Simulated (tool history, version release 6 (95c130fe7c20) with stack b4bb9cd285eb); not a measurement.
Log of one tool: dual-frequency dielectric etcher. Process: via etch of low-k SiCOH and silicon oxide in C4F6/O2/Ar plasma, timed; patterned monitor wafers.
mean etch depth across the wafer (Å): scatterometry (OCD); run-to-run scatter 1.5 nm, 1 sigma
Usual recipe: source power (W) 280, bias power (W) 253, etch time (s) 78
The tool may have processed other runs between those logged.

run,hour,source power (W),bias power (W),etch time (s),wafers since the last listed run,hours since the last wet clean,hours since the last source power generator calibration,hours since the last bias power generator calibration,hours since the last upper electrode change,hours since the gauge calibration,"read-back reference wafer on the same gauge, depth_nm",mean etch depth across the wafer (Å)
1,0,280,253,78,0,207.5,4404.4,3517.8,3057.7,51.4,209.8,2157
2,10.6,280,253,78,107,218.1,4415,3528.4,3068.3,62,209.9,2115
3,18.4,280,253,78,79,225.9,4422.8,3536.2,3076.1,69.8,210.3,2121
4,67.3,280,253,78,497,274.8,4471.7,3585.1,3125,118.7,209.8,2102
5,80.5,280,253,67.5,134,288,4484.9,3598.3,3138.2,131.9,210.1,1821
6,90.9,280,253,78,105,298.4,4495.3,3608.7,3148.6,142.3,209.8,2121
7,110.1,280,253,78,195,317.6,4514.5,3627.9,3167.8,161.5,209.8,2091
# hour 115.8: source power generator calibrated
# hour 146.8: bias power generator calibrated
# hour 150.5: gauge calibrated
# hour 160.3: upper electrode replaced
8,160.8,280,253,78,296,368.3,45,14,0.5,10.3,210.4,2095
9,161.2,280,253,78,4,368.7,45.4,14.4,0.9,10.7,210.4,2138
10,161.9,280,253,78,7,369.4,46.1,15.1,1.6,11.4,209.6,2119
11,178,340,206,89.5,163,385.5,62.2,31.2,17.7,27.5,209.9,2405
12,192.8,340,306,91,150,400.3,77,46,32.5,42.3,210.1,2740
# hour 221: wet clean of the chamber
13,221.5,230,300,89.5,47,0.5,105.7,74.7,61.2,71,210.1,2531
14,221.8,250,253,101,3,0.8,106,75,61.5,71.3,210.2,2745
15,227.9,280,253,67.5,62,6.9,112.1,81.1,67.6,77.4,210.1,1928
16,244.7,280,253,78,170,23.7,128.9,97.9,84.4,94.2,209.7,2184
17,252.2,320,253,68,76,31.2,136.4,105.4,91.9,101.7,209.9,1970
18,262.7,240,233,78,106,41.7,146.9,115.9,102.4,112.2,210,2059
19,279.6,280,221,88,171,58.6,163.8,132.8,119.3,129.1,210,2335
20,293.2,250,196,78,138,72.2,177.4,146.4,132.9,142.7,209.9,1962

Hidden state, per run?
source power that arrives over what is set, %: 0 on each run
bias power that arrives over what is set, %: 0 on each run
gauge reads high (%): 0 on each run
H1: etch rate over this chamber's usual, %
run,H1
1,-2.39
2,-2.49
3,-2.57
4,-3.06
5,-3.19
6,-3.29
7,-3.48
8,-3.99
9,-3.99
10,-4
11,-4.16
12,-4.31
13,0.294
14,0.291
15,0.23
16,0.0633
17,-0.0113
18,-0.116
19,-0.284
20,-0.419
